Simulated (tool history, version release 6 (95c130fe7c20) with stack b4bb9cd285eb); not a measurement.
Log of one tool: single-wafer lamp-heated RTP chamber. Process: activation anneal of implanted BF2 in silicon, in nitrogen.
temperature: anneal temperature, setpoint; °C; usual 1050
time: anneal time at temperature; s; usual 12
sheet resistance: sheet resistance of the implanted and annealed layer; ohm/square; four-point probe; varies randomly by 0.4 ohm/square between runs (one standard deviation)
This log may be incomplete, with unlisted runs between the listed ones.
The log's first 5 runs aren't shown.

run	day	temperature	time	read-back reference wafer on the same gauge, sheet resistance	sheet resistance
6	15.279	1050	12	131.47	143.79
# day 16.771: reflector plate cleaned
7	18.333	1050	12	131.41	143.6
8	20.533	1064	12	131.49	128.86
9	23.108	1064	12	131.39	129.13
10	27.517	1064	12	131.33	129.72
# day 29.383: pyrometer window cleaned and pyrometer calibrated
11	31.521	1050	12	131.4	142.97
12	34.55	1070	12	131.37	123.91
13	38.938	1070	12	131.34	123.97
# day 40.042: gauge calibrated
# day 41.179: reflector plate cleaned
14	41.979	1070	12	132.82	125.49
15	45.229	1043	12	132.68	152.85
# day 47.329: pyrometer window cleaned and pyrometer calibrated
16	49.538	1043	12	132.41	153.39

Expected results for the next run?
17	52.538	1058	15	?	?

{"run 17": {"read-back reference wafer on the same gauge, sheet resistance": 132.19, "sheet resistance": 129.39}}
Were there no unlogged condition in the tool, this run, its random variation unchanged, would have produced sheet resistance 130.12 ohm/square.
